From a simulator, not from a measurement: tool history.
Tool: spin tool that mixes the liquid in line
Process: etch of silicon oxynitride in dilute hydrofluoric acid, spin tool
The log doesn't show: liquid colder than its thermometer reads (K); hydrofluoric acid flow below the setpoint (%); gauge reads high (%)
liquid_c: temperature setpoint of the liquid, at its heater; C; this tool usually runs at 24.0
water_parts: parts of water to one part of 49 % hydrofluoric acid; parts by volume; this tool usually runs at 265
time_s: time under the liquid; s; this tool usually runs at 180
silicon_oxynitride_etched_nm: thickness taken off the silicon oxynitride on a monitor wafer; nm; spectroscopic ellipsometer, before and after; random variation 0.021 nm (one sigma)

run   hour  liquid_c  water_parts  time_s  wafers since the last listed run  hours since the thermometer was replaced  hours since the hydrofluoric acid flow meter was replaced  hours since the gauge calibration  read-back film thickness of the silicon oxynitride reference wafer, read on the same gauge (nm)  silicon_oxynitride_etched_nm
  1    0.0      24.0          265     180                                 0                                    2833.4                                                     1979.1                               81.4                                                                                          100.034                         1.582
  2   34.6      24.0          330     180                               152                                    2868.0                                                     2013.7                              116.0                                                                                           99.967                         1.200
  3   52.0      24.0          330     180                                76                                    2885.4                                                     2031.1                              133.4                                                                                           99.989                         1.197
  4   85.6      24.0          330     180                               147                                    2919.0                                                     2064.7                              167.0                                                                                           99.963                         1.213
  5  102.9      24.0          265     180                                76                                    2936.3                                                     2082.0                              184.3                                                                                           99.981                         1.588
  6  119.7      24.0          265     180                                73                                    2953.1                                                     2098.8                              201.1                                                                                           99.996                         1.602
     133.0  -- hydrofluoric acid flow meter replaced
  7  142.9      24.0          265     180                                97                                    2976.3                                                        9.9                              224.3                                                                                          100.004                         1.622
     166.7  -- gauge calibrated
     167.7  -- thermometer replaced
  8  177.6      24.0          265     180                               148                                       9.9                                                       44.6                               10.9                                                                                          100.040                         1.563
  9  190.0      24.0          330     180                                54                                      22.3                                                       57.0                               23.3                                                                                          100.004                         1.234
 10  203.5      20.5          265     180                                59                                      35.8                                                       70.5                               36.8                                                                                           99.951                         1.369
 11  237.5      24.0          265     180                               149                                      69.8                                                      104.5                               70.8                                                                                           99.960                         1.556
 12  270.3      27.0          150     120                               144                                     102.6                                                      137.3                              103.6                                                                                          100.005                         2.322
 13  302.1      26.0          265      90                               140                                     134.4                                                      169.1                              135.4                                                                                           99.982                         0.850
 14  320.2      24.0          195      90                                79                                     152.5                                                      187.2                              153.5                                                                                           99.955                         1.103
 15  335.8      24.0          330     180                                68                                     168.1                                                      202.8                              169.1                                                                                          100.031                         1.226
 16  348.5      24.0          175     105                                55                                     180.8                                                      215.5                              181.8                                                                                          100.026                         1.475
 17  368.4      24.0          265      95                                87                                     200.7                                                      235.4                              201.7                                                                                           99.997                         0.813

What differs in the tool's unlogged condition from the final listed run ahead of each entry between runs to the first listed run following it?
After run 6, before run 7: hydrofluoric acid flow meter replaced (hour 133.0)
  no hidden state differs between the two runs
After run 7, before run 8: gauge calibrated (hour 166.7); thermometer replaced (hour 167.7)
  no hidden state differs between the two runs
